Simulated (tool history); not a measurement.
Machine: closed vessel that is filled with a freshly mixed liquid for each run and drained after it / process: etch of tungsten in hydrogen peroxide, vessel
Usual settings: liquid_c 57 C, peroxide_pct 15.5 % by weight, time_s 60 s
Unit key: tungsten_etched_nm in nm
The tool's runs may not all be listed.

run    hour  liquid_c  peroxide_pct  time_s  read-back film thickness of the tungsten reference wafer, read on the same gauge (nm)  tungsten_etched_nm
  1       0      63.5          15.5      45                                                                                  90.03               98.05
  2    41.4      50.5          15.5      60                                                                                  89.99               61.33
  3    70.7      50.5          15.5      60                                                                                  89.99               60.88
  4   134.9      50.5          15.5      60                                                                                  90.01                  61
  5   159.4        57          15.5      60                                                                                     90               89.12
      212.3  -- thermometer replaced
  6   231.1        57          15.5      60                                                                                  89.99               96.75
  7   301.4        57          15.5      60                                                                                  90.02               95.75
  8     366      54.5          15.5      60                                                                                  89.99                81.8
  9   415.2      54.5          15.5      60                                                                                     90               81.73
 10   481.8        57          15.5      60                                                                                  90.01               95.06
 11   525.7        57          15.5      60                                                                                  89.98               94.46
      548.6  -- peroxide flow meter replaced
 12   561.2        57          15.5      60                                                                                  90.04                93.7
      599.3  -- gauge calibrated
 13   614.1      50.5          15.5      60                                                                                  90.02               63.84
 14     706        57          15.5      60                                                                                  89.98               93.76
 15   776.6        49          15.5      60                                                                                  89.99               57.06
 16   816.2        57          15.5      60                                                                                  89.98                92.1
      852.9  -- new drum of peroxide connected
 17   932.8      65.5            14      60                                                                                  89.96              142.22
 18  1000.9      51.5          18.5      60                                                                                  90.01               71.25
 19  1038.4        57          15.5      60                                                                                  89.99               91.49
 20  1083.4        57          17.5      60                                                                                  90.01               95.81
     1099.7  -- thermometer replaced
 21  1153.3      51.5          18.5      60                                                                                  90.01               75.76
 22  1184.7        57          15.5      60                                                                                  89.99               95.83
 23  1213.6      61.5            19      30                                                                                  89.98               68.38
 24  1248.7      64.5          19.5      40                                                                                  89.99              110.47
 25  1287.8      64.5            19      60                                                                                  90.01              162.61
 26  1357.2      65.5            17      60                                                                                  89.95              161.72
 27  1392.7        57          15.5      60                                                                                  90.01               94.07
       1413  -- peroxide flow meter replaced
 28  1445.7        57            19      60                                                                                  89.99              104.34
 29  1478.8        51          15.5      45                                                                                  90.03               49.18

Below are 5 alternative next runs, each starting from the tool's condition after run 29. Predict each:
  A  1479.5        57          15.5      60                                                                                      ?                   ?
  B  1479.5        57          15.5      85                                                                                      ?                   ?
  C  1479.5      52.5            12      60                                                                                      ?                   ?
  D  1479.5        57          18.5      60                                                                                      ?                   ?
  E  1479.5        57          15.5      30                                                                                      ?                   ?

run  read-back film thickness of the tungsten reference wafer, read on the same gauge (nm)  tungsten_etched_nm
  A                                                                                  90.02                93.9
  B                                                                                  90.02              133.03
  C                                                                                  90.02                63.2
  D                                                                                  90.02              102.59
  E                                                                                  90.02               46.95
With no hidden state in the tool, these same runs would have given:
run  tungsten_etched_nm
  A               96.64
  B              136.91
  C                65.1
  D              105.58
  E               48.32
